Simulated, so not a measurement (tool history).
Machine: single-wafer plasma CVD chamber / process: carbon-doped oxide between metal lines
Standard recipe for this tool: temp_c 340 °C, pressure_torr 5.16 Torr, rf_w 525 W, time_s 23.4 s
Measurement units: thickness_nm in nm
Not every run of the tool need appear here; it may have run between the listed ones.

run	hour	temp_c	pressure_torr	rf_w	time_s	wafers since the last listed run	hours since the last thermocouple change	hours since the last RF generator calibration	hours since the last manometer calibration	hours since the showerhead was replaced	hours since the gauge calibration	read-back reference wafer on the same gauge, thickness_nm	thickness_nm
1	0.0	340	5.16	525	23.4	0	1081.4	1565.3	1064.9	4827.3	427.1	129.042	122.720
2	8.5	349	5.16	525	23.4	146	1089.9	1573.8	1073.4	4835.8	435.6	129.179	119.046
3	15.2	340	5.16	525	21.0	115	1096.6	1580.5	1080.1	4842.5	442.3	128.967	110.474
4	25.8	340	5.16	525	21.0	183	1107.2	1591.1	1090.7	4853.1	452.9	129.035	110.859
5	39.0	340	5.16	525	21.0	228	1120.4	1604.3	1103.9	4866.3	466.1	129.139	109.584
6	46.0	349	5.16	440	23.4	121	1127.4	1611.3	1110.9	4873.3	473.1	128.941	99.987
# hour 54.2: gauge calibrated
# hour 69.6: capacitance manometer re-zeroed and calibrated
7	70.1	349	5.16	440	23.4	278	1151.5	1635.4	0.5	4897.4	15.9	128.916	99.497
8	78.8	349	5.16	440	23.4	150	1160.2	1644.1	9.2	4906.1	24.6	128.595	99.743
9	91.6	340	5.16	625	23.4	221	1173.0	1656.9	22.0	4918.9	37.4	129.177	142.619
10	101.1	340	5.16	525	23.4	164	1182.5	1666.4	31.5	4928.4	46.9	129.387	122.487
11	110.3	331	6.41	525	25.3	159	1191.7	1675.6	40.7	4937.6	56.1	129.036	141.008
12	136.3	350	5.16	525	23.4	449	1217.7	1701.6	66.7	4963.6	82.1	129.164	118.842
# hour 155.2: showerhead replaced
13	155.7	344	5.16	465	21.5	197	1237.1	1721.0	86.1	0.5	101.5	129.122	98.342
14	167.1	330	4.81	425	22.2	197	1248.5	1732.4	97.5	11.9	112.9	129.169	96.940
# hour 182.2: thermocouple changed; heater temperature recalibrated
# hour 187.6: RF generator calibrated
15	188.1	340	5.16	525	23.4	132	5.9	0.5	118.5	32.9	133.9	129.140	119.407
16	191.6	340	5.16	525	23.4	60	9.4	4.0	122.0	36.4	137.4	128.620	118.374
17	242.6	346	4.42	525	27.1	881	60.4	55.0	173.0	87.4	188.4	129.089	130.837
18	255.8	347	5.99	495	27.9	228	73.6	68.2	186.2	100.6	201.6	128.960	130.757
19	266.7	340	5.16	525	23.4	188	84.5	79.1	197.1	111.5	212.5	129.195	118.732
20	273.5	340	5.82	525	23.4	117	91.3	85.9	203.9	118.3	219.3	128.790	117.784
21	284.0	353	5.16	435	26.1	181	101.8	96.4	214.4	128.8	229.8	129.140	102.083
# hour 303.5: RF generator calibrated, repeated, since the last time left the tool worse
22	304.0	334	4.67	555	24.9	207	121.8	0.5	234.4	148.8	249.8	129.088	143.717
23	310.6	347	4.47	525	23.4	114	128.4	7.1	241.0	155.4	256.4	128.941	124.470
24	326.0	328	5.16	525	21.2	266	143.8	22.5	256.4	170.8	271.8	129.134	121.925
25	336.2	340	5.16	525	21.1	176	154.0	32.7	266.6	181.0	282.0	128.812	114.865
26	343.1	351	5.66	495	23.4	119	160.9	39.6	273.5	187.9	288.9	128.879	117.953
27	355.6	328	4.24	525	23.4	216	173.4	52.1	286.0	200.4	301.4	128.873	129.553
28	365.0	334	4.17	525	26.5	162	182.8	61.5	295.4	209.8	310.8	128.928	142.981
29	381.0	332	5.16	595	18.7	276	198.8	77.5	311.4	225.8	326.8	129.027	117.676

Below are 3 alternative next runs, each starting from the tool's condition after run 29. Predict each:
A	381.4	340	5.16	525	23.4	6	199.2	77.9	311.8	226.2	327.2	?	?
B	381.4	349	6.14	525	21.1	6	199.2	77.9	311.8	226.2	327.2	?	?
C	381.4	340	5.16	525	25.4	6	199.2	77.9	311.8	226.2	327.2	?	?

run	read-back reference wafer on the same gauge, thickness_nm	thickness_nm
A	128.911	127.002
B	128.911	113.149
C	128.911	137.675
With the hidden condition removed and each run's random variation left untouched, the same runs would have given:
run	thickness_nm
A	129.492
B	115.367
C	140.374

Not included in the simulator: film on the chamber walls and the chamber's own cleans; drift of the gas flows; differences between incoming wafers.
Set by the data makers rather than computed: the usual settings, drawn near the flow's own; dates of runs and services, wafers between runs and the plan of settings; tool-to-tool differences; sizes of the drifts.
